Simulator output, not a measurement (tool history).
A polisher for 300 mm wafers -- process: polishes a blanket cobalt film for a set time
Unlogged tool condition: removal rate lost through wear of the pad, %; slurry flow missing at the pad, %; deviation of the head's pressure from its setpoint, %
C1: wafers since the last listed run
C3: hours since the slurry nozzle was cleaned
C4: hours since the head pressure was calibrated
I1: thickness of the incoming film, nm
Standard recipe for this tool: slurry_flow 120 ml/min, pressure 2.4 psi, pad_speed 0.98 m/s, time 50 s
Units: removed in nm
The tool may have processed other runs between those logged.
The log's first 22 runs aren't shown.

run 23 day=42.475 | slurry_flow=120 pressure=3.1 pad_speed=0.80 time=50 | C1=847 wafers_polished_on_this_pad=3276 C3=189.2 C4=471.0 | I1=842.3 | removed=315.5
run 24 day=44.812 | slurry_flow=160 pressure=2.4 pad_speed=1.20 time=62 | C1=855 wafers_polished_on_this_pad=4131 C3=245.3 C4=527.1 | I1=851.9 | removed=478.2
run 25 day=47.367 | slurry_flow=85 pressure=2.4 pad_speed=0.70 time=56 | C1=934 wafers_polished_on_this_pad=5066 C3=306.6 C4=588.4 | I1=856.4 | removed=210.9
run 26 day=49.554 | slurry_flow=120 pressure=2.4 pad_speed=0.98 time=50 | C1=800 wafers_polished_on_this_pad=5867 C3=359.1 C4=640.9 | I1=849.1 | removed=292.6
-- day=50.354 head pressure recalibrated
run 27 day=51.146 | slurry_flow=145 pressure=3.0 pad_speed=0.98 time=50 | C1=552 wafers_polished_on_this_pad=6419 C3=397.3 C4=19.0 | I1=837.9 | removed=380.1
-- day=51.733 worn pad replaced by a new one
run 28 day=52.867 | slurry_flow=120 pressure=2.7 pad_speed=0.98 time=50 | C1=568 wafers_polished_on_this_pad=414 C3=438.6 C4=60.3 | I1=851.1 | removed=343.8
run 29 day=54.092 | slurry_flow=95 pressure=1.7 pad_speed=1.26 time=65 | C1=448 wafers_polished_on_this_pad=862 C3=468.0 C4=89.7 | I1=847.5 | removed=337.2
run 30 day=55.550 | slurry_flow=140 pressure=2.4 pad_speed=1.08 time=58 | C1=533 wafers_polished_on_this_pad=1396 C3=503.0 C4=124.7 | I1=846.9 | removed=396.0
run 31 day=57.546 | slurry_flow=120 pressure=2.4 pad_speed=0.98 time=50 | C1=730 wafers_polished_on_this_pad=2126 C3=550.9 C4=172.6 | I1=851.9 | removed=299.1
run 32 day=58.575 | slurry_flow=160 pressure=2.4 pad_speed=0.80 time=50 | C1=376 wafers_polished_on_this_pad=2503 C3=575.6 C4=197.3 | I1=857.8 | removed=261.8
run 33 day=59.596 | slurry_flow=120 pressure=2.4 pad_speed=0.98 time=50 | C1=373 wafers_polished_on_this_pad=2877 C3=600.1 C4=221.8 | I1=843.9 | removed=296.7
run 34 day=61.862 | slurry_flow=155 pressure=2.4 pad_speed=0.98 time=50 | C1=829 wafers_polished_on_this_pad=3706 C3=654.5 C4=276.2 | I1=838.5 | removed=317.8
-- day=63.329 slurry nozzle cleaned
run 35 day=63.554 | slurry_flow=120 pressure=2.4 pad_speed=0.98 time=50 | C1=603 wafers_polished_on_this_pad=4310 C3=5.4 C4=316.8 | I1=864.0 | removed=294.6
run 36 day=64.800 | slurry_flow=160 pressure=2.4 pad_speed=0.98 time=60 | C1=455 wafers_polished_on_this_pad=4766 C3=35.3 C4=346.7 | I1=850.1 | removed=374.6
-- day=66.442 worn pad replaced by a new one
run 37 day=69.396 | slurry_flow=105 pressure=2.4 pad_speed=1.20 time=68 | C1=1620 wafers_polished_on_this_pad=1081 C3=145.6 C4=457.0 | I1=834.0 | removed=487.9

What if the next run were any one of these 4? Each begins from the tool's condition after run 37:
run A day=69.412 | slurry_flow=120 pressure=2.4 pad_speed=0.98 time=50 | C1=6 wafers_polished_on_this_pad=1087 C3=146.0 C4=457.4 | I1=842.1 | removed=?
run B day=69.412 | slurry_flow=140 pressure=2.4 pad_speed=0.68 time=50 | C1=6 wafers_polished_on_this_pad=1087 C3=146.0 C4=457.4 | I1=842.1 | removed=?
run C day=69.412 | slurry_flow=120 pressure=2.4 pad_speed=0.86 time=50 | C1=6 wafers_polished_on_this_pad=1087 C3=146.0 C4=457.4 | I1=842.1 | removed=?
run D day=69.412 | slurry_flow=105 pressure=2.8 pad_speed=1.12 time=68 | C1=6 wafers_polished_on_this_pad=1087 C3=146.0 C4=457.4 | I1=842.1 | removed=?

run=A removed=303.8
run=B removed=217.9
run=C removed=266.6
run=D removed=532.7
Had the tool no hidden state, the same runs would have come out as:
run=A removed=307.1
run=B removed=220.2
run=C removed=269.5
run=D removed=538.4

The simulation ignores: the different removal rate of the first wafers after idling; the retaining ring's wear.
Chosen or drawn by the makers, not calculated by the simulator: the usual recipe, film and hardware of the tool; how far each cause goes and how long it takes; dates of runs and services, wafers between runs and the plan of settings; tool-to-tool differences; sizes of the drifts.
